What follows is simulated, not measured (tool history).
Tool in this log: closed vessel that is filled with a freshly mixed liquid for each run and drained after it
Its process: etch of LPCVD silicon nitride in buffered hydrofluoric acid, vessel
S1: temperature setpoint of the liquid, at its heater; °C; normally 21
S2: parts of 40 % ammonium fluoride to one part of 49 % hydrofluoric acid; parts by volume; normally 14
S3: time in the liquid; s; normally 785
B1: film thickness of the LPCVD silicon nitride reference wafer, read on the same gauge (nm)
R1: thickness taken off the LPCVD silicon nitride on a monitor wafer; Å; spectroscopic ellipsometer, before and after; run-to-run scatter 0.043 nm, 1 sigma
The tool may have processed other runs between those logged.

{"run": 1, "day": 0.0, "S1": 25, "S2": 14, "S3": 785, "B1": 30.02, "R1": 81.6}
{"run": 2, "day": 1.417, "S1": 25, "S2": 14, "S3": 785, "B1": 29.99, "R1": 82.5}
{"run": 3, "day": 2.846, "S1": 25, "S2": 14, "S3": 785, "B1": 29.98, "R1": 82.6}
{"run": 4, "day": 3.358, "S1": 21, "S2": 14, "S3": 785, "B1": 30, "R1": 66.7}
{"run": 5, "day": 3.925, "S1": 21, "S2": 14, "S3": 785, "B1": 29.98, "R1": 66.5}
{"run": 6, "day": 4.7, "S1": 21, "S2": 14, "S3": 785, "B1": 29.98, "R1": 66}
{"run": 7, "day": 5.746, "S1": 21, "S2": 14, "S3": 785, "B1": 29.97, "R1": 66.8}
{"run": 8, "day": 7.233, "S1": 21, "S2": 14, "S3": 785, "B1": 30, "R1": 66.9}
{"day": 7.721, "done": "thermometer replaced"}
{"run": 9, "day": 7.962, "S1": 21, "S2": 14, "S3": 785, "B1": 30, "R1": 56.7}
{"run": 10, "day": 8.942, "S1": 25, "S2": 14, "S3": 785, "B1": 30, "R1": 71.2}
{"day": 9.312, "done": "gauge calibrated"}
{"run": 11, "day": 9.925, "S1": 21, "S2": 12, "S3": 475, "B1": 30, "R1": 40.4}
{"run": 12, "day": 11.396, "S1": 21, "S2": 14, "S3": 785, "B1": 30.02, "R1": 57.3}
{"run": 13, "day": 12.483, "S1": 18, "S2": 17.5, "S3": 1235, "B1": 29.99, "R1": 61.4}
{"day": 12.862, "done": "hydrofluoric acid flow meter replaced"}
{"run": 14, "day": 16.246, "S1": 21, "S2": 14, "S3": 785, "B1": 30.03, "R1": 58.4}
{"run": 15, "day": 17.454, "S1": 21, "S2": 17, "S3": 1235, "B1": 30, "R1": 75.1}
{"run": 16, "day": 18.617, "S1": 21, "S2": 10.5, "S3": 785, "B1": 30.02, "R1": 76.4}
{"run": 17, "day": 19.342, "S1": 18, "S2": 14, "S3": 1120, "B1": 29.99, "R1": 70.2}
{"run": 18, "day": 20.621, "S1": 25, "S2": 10.5, "S3": 375, "B1": 30.01, "R1": 45.7}

What if the next run were any one of these 3? Each begins from the tool's condition after run 18:
{"run": "A", "day": 20.658, "S1": 21, "S2": 14, "S3": 785, "B1": "?", "R1": "?"}
{"run": "B", "day": 20.658, "S1": 17, "S2": 17, "S3": 1185, "B1": "?", "R1": "?"}
{"run": "C", "day": 20.658, "S1": 25.5, "S2": 14, "S3": 785, "B1": "?", "R1": "?"}

run=A B1=30 R1=57.5
run=B B1=30 R1=57.3
run=C B1=30 R1=73.6
With the hidden condition removed and each run's random variation left untouched, the same runs would have given:
run=A R1=55.6
run=B R1=55.3
run=C R1=71.1
